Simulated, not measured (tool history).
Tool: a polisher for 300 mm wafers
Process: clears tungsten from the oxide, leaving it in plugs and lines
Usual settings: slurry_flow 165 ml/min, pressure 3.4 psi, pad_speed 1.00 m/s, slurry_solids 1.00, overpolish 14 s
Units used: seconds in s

run   hour  slurry_flow  pressure  pad_speed  slurry_solids  overpolish  wafers since the last listed run  wafers polished on this pad  hours since the slurry nozzle was cleaned  hours since the head pressure was calibrated  hours since the slurry blender was calibrated  hours since the slurry got fresh peroxide  incoming thickness of the incoming film, nm  seconds
  1    0.0          165       2.6       1.00           1.00          20                                 0                          208                                      467.0                                        1361.4                                          334.4                                       29.1                                        361.5     89.9
  2   16.2          165       3.4       1.00           1.00          14                               201                          410                                      483.2                                        1377.6                                          350.6                                       45.3                                        360.9     75.4
  3   23.4          165       3.4       1.00           1.00          14                                89                          499                                      490.4                                        1384.8                                          357.8                                       52.5                                        355.3     73.4
  4   36.6          145       3.8       1.00           1.00          14                               164                          664                                      503.6                                        1398.0                                          371.0                                       65.7                                        353.1     69.8
  5   45.1          165       3.4       1.00           1.00          14                               105                          769                                      512.1                                        1406.5                                          379.5                                       74.2                                        359.7     74.6
      50.1  -- worn pad replaced by a new one
  6   62.5          165       3.4       1.00           1.00          14                               166                          153                                      529.5                                        1423.9                                          396.9                                       91.6                                        359.3     75.4
  7   71.2          135       3.4       1.00           1.00          14                               108                          262                                      538.2                                        1432.6                                          405.6                                      100.3                                        362.7     79.4
     109.7  -- slurry tank refilled with fresh slurry and peroxide
     110.1  -- head pressure recalibrated
  8  110.6          135       3.4       1.00           1.00          14                               473                          735                                      577.6                                           0.5                                          445.0                                        0.9                                        361.8     81.8
  9  114.9          135       3.4       1.00           1.00          14                                53                          789                                      581.9                                           4.8                                          449.3                                        5.2                                        364.0     82.9
     132.5  -- worn pad replaced by a new one
 10  133.0          165       3.1       1.00           1.00          14                               175                            5                                      600.0                                          22.9                                          467.4                                       23.3                                        357.1     82.4
     139.4  -- slurry blender recalibrated
 11  143.3          165       3.1       1.00           1.00          14                               103                          109                                      610.3                                          33.2                                            3.9                                       33.6                                        363.6     85.9
     149.9  -- slurry nozzle cleaned
 12  152.8          165       3.4       1.00           1.00          14                               105                          214                                        2.9                                          42.7                                           13.4                                       43.1                                        356.4     69.3
 13  164.0          125       3.4       1.10           1.30          12                               139                          354                                       14.1                                          53.9                                           24.6                                       54.3                                        362.2     62.9
 14  175.3          165       2.4       1.32           1.00          14                               140                          495                                       25.4                                          65.2                                           35.9                                       65.6                                        354.4     66.0
 15  192.8          225       3.4       0.90           1.00          14                               217                          712                                       42.9                                          82.7                                           53.4                                       83.1                                        365.3     74.5
 16  203.2          110       3.4       0.78           1.00          14                               129                          842                                       53.3                                          93.1                                           63.8                                       93.5                                        357.6     97.2
     213.2  -- worn pad replaced by a new one
 17  218.7          165       3.0       1.00           1.00          19                               143                           68                                       68.8                                         108.6                                           79.3                                      109.0                                        365.2     78.2
 18  234.3          165       3.4       1.34           1.00           8                               194                          262                                       84.4                                         124.2                                           94.9                                      124.6                                        355.3     51.3
 19  244.0          165       2.4       1.00           0.90          22                               120                          383                                       94.1                                         133.9                                          104.6                                      134.3                                        361.6     90.0
 20  256.9          165       3.4       1.00           1.00          14                               160                          543                                      107.0                                         146.8                                          117.5                                      147.2                                        357.6     70.7
 21  269.9          110       3.4       1.00           0.85           9                               161                          705                                      120.0                                         159.8                                          130.5                                      160.2                                        365.9     80.9
     275.1  -- slurry tank refilled with fresh slurry and peroxide
 22  276.8          165       3.4       1.00           1.00          14                                73                          778                                      126.9                                         166.7                                          137.4                                        1.7                                        358.5     69.9
 23  285.5          165       3.4       1.00           1.00          14                               108                          887                                      135.6                                         175.4                                          146.1                                       10.4                                        354.0     69.4
 24  293.0          165       3.4       1.24           1.00          22                                93                          980                                      143.1                                         182.9                                          153.6                                       17.9                                        354.6     55.1
     300.1  -- worn pad replaced by a new one
 25  310.7          135       3.4       1.00           1.00          14                               170                          131                                      160.8                                         200.6                                          171.3                                       35.6                                        352.7     72.1
 26  324.4          165       3.4       1.00           1.00          14                               170                          302                                      174.5                                         214.3                                          185.0                                       49.3                                        360.8     71.8
 27  338.0          165       3.7       1.20           1.00          14                               169                          471                                      188.1                                         227.9                                          198.6                                       62.9                                        356.5     53.7

Forecast each of these 3 alternatives for the next run:
  A  338.4          165       3.4       1.22           1.00          14                                 4                          476                                      188.5                                         228.3                                          199.0                                       63.3                                        358.3        ?
  B  338.4          120       3.4       1.00           1.00          22                                 4                          476                                      188.5                                         228.3                                          199.0                                       63.3                                        358.3        ?
  C  338.4          125       3.4       1.00           1.00          14                                 4                          476                                      188.5                                         228.3                                          199.0                                       63.3                                        358.3        ?

run  seconds
  A     57.5
  B     75.1
  C     74.4
What these runs would have given with no unlogged condition in the tool:
run  seconds
  A     57.2
  B     74.5
  C     73.8
